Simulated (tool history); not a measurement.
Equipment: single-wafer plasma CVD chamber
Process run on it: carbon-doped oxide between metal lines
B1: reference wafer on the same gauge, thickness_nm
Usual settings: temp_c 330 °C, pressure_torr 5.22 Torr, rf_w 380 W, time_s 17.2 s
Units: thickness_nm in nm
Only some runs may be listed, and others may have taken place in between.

run 1 hour=0 | temp_c=330 pressure_torr=5.22 rf_w=380 time_s=17.2 | B1=91.292 | thickness_nm=76.001
run 2 hour=6.9 | temp_c=330 pressure_torr=5.22 rf_w=380 time_s=17.2 | B1=91.248 | thickness_nm=76.071
run 3 hour=23.7 | temp_c=330 pressure_torr=5.22 rf_w=380 time_s=17.2 | B1=91.315 | thickness_nm=75.835
run 4 hour=30.2 | temp_c=330 pressure_torr=5.22 rf_w=380 time_s=17.2 | B1=91.3 | thickness_nm=76.039
run 5 hour=45.5 | temp_c=330 pressure_torr=5.22 rf_w=380 time_s=17.2 | B1=91.305 | thickness_nm=76.168
run 6 hour=63.5 | temp_c=330 pressure_torr=5.22 rf_w=380 time_s=17.2 | B1=91.329 | thickness_nm=76.077
run 7 hour=76.2 | temp_c=330 pressure_torr=5.22 rf_w=380 time_s=17.2 | B1=91.337 | thickness_nm=76.083
-- hour=87.5 showerhead replaced
-- hour=92.6 capacitance manometer re-zeroed and calibrated
run 8 hour=93.1 | temp_c=330 pressure_torr=5.22 rf_w=380 time_s=17.2 | B1=91.275 | thickness_nm=75.845
run 9 hour=99 | temp_c=330 pressure_torr=5.55 rf_w=380 time_s=19.4 | B1=91.282 | thickness_nm=86.236
-- hour=116.5 thermocouple changed; heater temperature recalibrated
-- hour=126.1 gauge calibrated
run 10 hour=126.4 | temp_c=330 pressure_torr=5.22 rf_w=380 time_s=17.2 | B1=91.261 | thickness_nm=75.683
run 11 hour=140.5 | temp_c=330 pressure_torr=5.22 rf_w=405 time_s=15.7 | B1=91.252 | thickness_nm=72.033
-- hour=158.7 RF generator calibrated
run 12 hour=168 | temp_c=318 pressure_torr=5.22 rf_w=380 time_s=17.2 | B1=91.248 | thickness_nm=81.998
run 13 hour=178 | temp_c=323 pressure_torr=5.22 rf_w=440 time_s=17.2 | B1=91.36 | thickness_nm=87.216
run 14 hour=186 | temp_c=330 pressure_torr=5.22 rf_w=435 time_s=17.2 | B1=91.285 | thickness_nm=84.679
run 15 hour=199.3 | temp_c=319 pressure_torr=4.34 rf_w=335 time_s=20 | B1=91.338 | thickness_nm=87.31
run 16 hour=211 | temp_c=330 pressure_torr=5.22 rf_w=380 time_s=17.2 | B1=91.297 | thickness_nm=78.331

Alternative continuations, all from the tool just after run 16; predict every row:
run A hour=211.4 | temp_c=330 pressure_torr=5.22 rf_w=380 time_s=17.2 | B1=? | thickness_nm=?
run B hour=211.4 | temp_c=325 pressure_torr=6.51 rf_w=325 time_s=19.7 | B1=? | thickness_nm=?
run C hour=211.4 | temp_c=330 pressure_torr=6.16 rf_w=380 time_s=14.8 | B1=? | thickness_nm=?

run=A B1=91.293 thickness_nm=78.43
run=B B1=91.293 thickness_nm=86.117
run=C B1=91.293 thickness_nm=68.799
With no hidden state in the tool, these same runs would have given:
run=A thickness_nm=78.969
run=B thickness_nm=86.709
run=C thickness_nm=69.271

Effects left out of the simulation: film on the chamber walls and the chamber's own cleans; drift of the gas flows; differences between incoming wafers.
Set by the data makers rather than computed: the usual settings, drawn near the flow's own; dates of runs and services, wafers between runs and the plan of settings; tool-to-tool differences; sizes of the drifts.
